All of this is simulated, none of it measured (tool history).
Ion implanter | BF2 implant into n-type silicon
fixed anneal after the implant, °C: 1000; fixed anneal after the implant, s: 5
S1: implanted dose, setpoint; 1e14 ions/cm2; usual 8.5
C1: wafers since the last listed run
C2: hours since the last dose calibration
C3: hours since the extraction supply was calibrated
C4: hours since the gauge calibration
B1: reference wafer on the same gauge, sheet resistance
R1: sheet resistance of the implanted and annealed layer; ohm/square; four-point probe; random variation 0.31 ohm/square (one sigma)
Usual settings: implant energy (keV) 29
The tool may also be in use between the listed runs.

Run 1, day 0: usual settings; C1 0; C2 617.7; C3 4842.2; C4 1001.2; B1 181.1. Result: R1 205.05 ohm/square.
Run 2, day 1.696: usual settings; C1 746; C2 658.4; C3 4882.9; C4 1041.9; B1 181.12. Result: R1 205.05 ohm/square.
Run 3, day 3.45: usual settings; C1 772; C2 700.5; C3 4925; C4 1084; B1 181.04. Result: R1 205.3 ohm/square.
Run 4, day 5.808: usual settings; C1 1038; C2 757.1; C3 4981.6; C4 1140.6; B1 181.07. Result: R1 205.34 ohm/square.
Run 5, day 8.617: usual settings; C1 1236; C2 824.5; C3 5049; C4 1208; B1 180.95. Result: R1 205.6 ohm/square.
Run 6, day 10.367: usual settings; C1 770; C2 866.5; C3 5091; C4 1250; B1 180.97. Result: R1 205.56 ohm/square.
Run 7, day 12.375: usual settings but implant energy (keV) 25; C1 883; C2 914.7; C3 5139.2; C4 1298.2; B1 180.9. Result: R1 222.12 ohm/square.
Run 8, day 14.721: usual settings but implant energy (keV) 25; C1 1032; C2 971; C3 5195.5; C4 1354.5; B1 181.03. Result: R1 221.45 ohm/square.
Run 9, day 16.433: usual settings but implant energy (keV) 25; C1 753; C2 1012.1; C3 5236.6; C4 1395.6; B1 181.02. Result: R1 222.05 ohm/square.
Run 10, day 19.404: usual settings but S1 10.08 1e14 ions/cm2; C1 1307; C2 1083.4; C3 5307.9; C4 1466.9; B1 181.03. Result: R1 196.27 ohm/square.
Run 11, day 21.138: usual settings but S1 10.08 1e14 ions/cm2; C1 762; C2 1125; C3 5349.5; C4 1508.5; B1 181.01. Result: R1 196.38 ohm/square.
Run 12, day 22.638: usual settings but S1 10.08 1e14 ions/cm2; C1 660; C2 1161; C3 5385.5; C4 1544.5; B1 181.02. Result: R1 196.16 ohm/square.
Run 13, day 23.742: usual settings; C1 486; C2 1187.5; C3 5412; C4 1571; B1 181.05. Result: R1 206.15 ohm/square.
At day 25.05: Faraday cup replaced and dose calibrated.
Run 14, day 25.479: usual settings; C1 618; C2 10.3; C3 5453.7; C4 1612.7; B1 180.91. Result: R1 204.83 ohm/square.
Run 15, day 28.238: usual settings but S1 9.6 1e14 ions/cm2, implant energy (keV) 33; C1 1214; C2 76.5; C3 5519.9; C4 1678.9; B1 180.98. Result: R1 184.99 ohm/square.
Run 16, day 30.171: usual settings but S1 10.1 1e14 ions/cm2, implant energy (keV) 19.5; C1 850; C2 122.9; C3 5566.3; C4 1725.3; B1 180.95. Result: R1 244.05 ohm/square.
Run 17, day 31.529: usual settings; C1 597; C2 155.5; C3 5598.9; C4 1757.9; B1 181.13. Result: R1 205.26 ohm/square.
Run 18, day 32.662: usual settings; C1 498; C2 182.7; C3 5626.1; C4 1785.1; B1 180.93. Result: R1 204.93 ohm/square.
Run 19, day 35.05: usual settings but S1 10.64 1e14 ions/cm2, implant energy (keV) 35.5; C1 1050; C2 240; C3 5683.4; C4 1842.4; B1 181.04. Result: R1 173.65 ohm/square.
Run 20, day 36.808: usual settings but S1 7.36 1e14 ions/cm2, implant energy (keV) 37; C1 773; C2 282.2; C3 5725.6; C4 1884.6; B1 181.05. Result: R1 196.02 ohm/square.
Run 21, day 39.546: usual settings; C1 1204; C2 347.9; C3 5791.3; C4 1950.3; B1 181. Result: R1 205.38 ohm/square.
Run 22, day 42.479: usual settings; C1 1291; C2 418.3; C3 5861.7; C4 2020.7; B1 180.96. Result: R1 205.11 ohm/square.
Run 23, day 45.221: usual settings but S1 9.37 1e14 ions/cm2; C1 1206; C2 484.1; C3 5927.5; C4 2086.5; B1 181.06. Result: R1 199.93 ohm/square.
Run 24, day 48.1: usual settings but S1 6.26 1e14 ions/cm2; C1 1267; C2 553.2; C3 5996.6; C4 2155.6; B1 180.99. Result: R1 232.65 ohm/square.
At day 50.117: gauge calibrated.
Run 25, day 50.617: usual settings but S1 7.34 1e14 ions/cm2, implant energy (keV) 36.5; C1 1107; C2 613.6; C3 6057; C4 12; B1 180.97. Result: R1 197.37 ohm/square.
Run 26, day 53.179: usual settings but S1 10.08 1e14 ions/cm2; C1 1127; C2 675.1; C3 6118.5; C4 73.5; B1 180.81. Result: R1 196.35 ohm/square.
At day 53.675: extraction supply calibrated.
Run 27, day 56.179: usual settings but S1 10.87 1e14 ions/cm2, implant energy (keV) 19; C1 1173; C2 747.1; C3 60.1; C4 145.5; B1 180.97. Result: R1 238.16 ohm/square.
Run 28, day 58.412: usual settings but S1 9.37 1e14 ions/cm2; C1 983; C2 800.7; C3 113.7; C4 199.1; B1 181.14. Result: R1 194.5 ohm/square.
Run 29, day 60.825: usual settings but S1 6.52 1e14 ions/cm2, implant energy (keV) 20.5; C1 1061; C2 858.6; C3 171.6; C4 257; B1 180.95. Result: R1 259.86 ohm/square.
Run 30, day 61.85: usual settings but S1 9.77 1e14 ions/cm2, implant energy (keV) 20.5; C1 451; C2 883.2; C3 196.2; C4 281.6; B1 180.97. Result: R1 232.87 ohm/square.
Run 31, day 63.008: usual settings but S1 7.33 1e14 ions/cm2, implant energy (keV) 19.5; C1 509; C2 911; C3 224; C4 309.4; B1 181.07. Result: R1 255.88 ohm/square.
Run 32, day 64.212: usual settings; C1 530; C2 939.9; C3 252.9; C4 338.3; B1 181.06. Result: R1 200.72 ohm/square.
Run 33, day 65.667: usual settings but S1 10.64 1e14 ions/cm2, implant energy (keV) 38; C1 640; C2 974.8; C3 287.8; C4 373.2; B1 181.13. Result: R1 163.78 ohm/square.
Run 34, day 67.454: usual settings but implant energy (keV) 21.5; C1 786; C2 1017.7; C3 330.7; C4 416.1; B1 181.11. Result: R1 234.61 ohm/square.
Run 35, day 68.846: usual settings but S1 6.89 1e14 ions/cm2, implant energy (keV) 26; C1 612; C2 1051.1; C3 364.1; C4 449.5; B1 180.97. Result: R1 229.33 ohm/square.
Run 36, day 70.462: usual settings; C1 711; C2 1089.9; C3 402.9; C4 488.3; B1 180.92. Result: R1 200.77 ohm/square.
Run 37, day 71.7: usual settings but S1 6.83 1e14 ions/cm2; C1 544; C2 1119.6; C3 432.6; C4 518; B1 181. Result: R1 220.1 ohm/square.
Run 38, day 73.554: usual settings but S1 7.31 1e14 ions/cm2, implant energy (keV) 21; C1 816; C2 1164.1; C3 477.1; C4 562.5; B1 181.09. Result: R1 247.81 ohm/square.

What the log doesn't show, run by run:
gauge reads high (%): 0 in every run
H1: deviation of the true dose from the Faraday cup's reading, %
H2: deviation of the true energy from its setpoint, %
run       H1     H2
  1  -0.0753   -4.1
  2   -0.145  -4.11
  3   -0.222  -4.11
  4   -0.333  -4.12
  5   -0.476  -4.13
  6   -0.571  -4.14
  7   -0.687  -4.14
  8   -0.829  -4.15
  9   -0.939  -4.16
 10    -1.14  -4.17
 11    -1.26  -4.17
 12    -1.37  -4.18
 13    -1.46  -4.18
 14   -0.123  -4.19
 15   -0.131  -4.19
 16   -0.143   -4.2
 17   -0.155   -4.2
 18   -0.167  -4.21
 19     -0.2  -4.21
 20    -0.23  -4.22
 21   -0.285  -4.22
 22   -0.358  -4.23
 23   -0.437  -4.24
 24   -0.534  -4.24
 25   -0.628  -4.25
 26   -0.735  -4.25
 27   -0.873   1.03
 28   -0.984  0.919
 29    -1.11  0.797
 30    -1.17  0.747
 31    -1.24   0.69
 32    -1.31  0.633
 33     -1.4  0.564
 34    -1.51  0.482
 35    -1.61  0.419
 36    -1.72  0.348
 37    -1.81  0.294
 38    -1.94  0.215
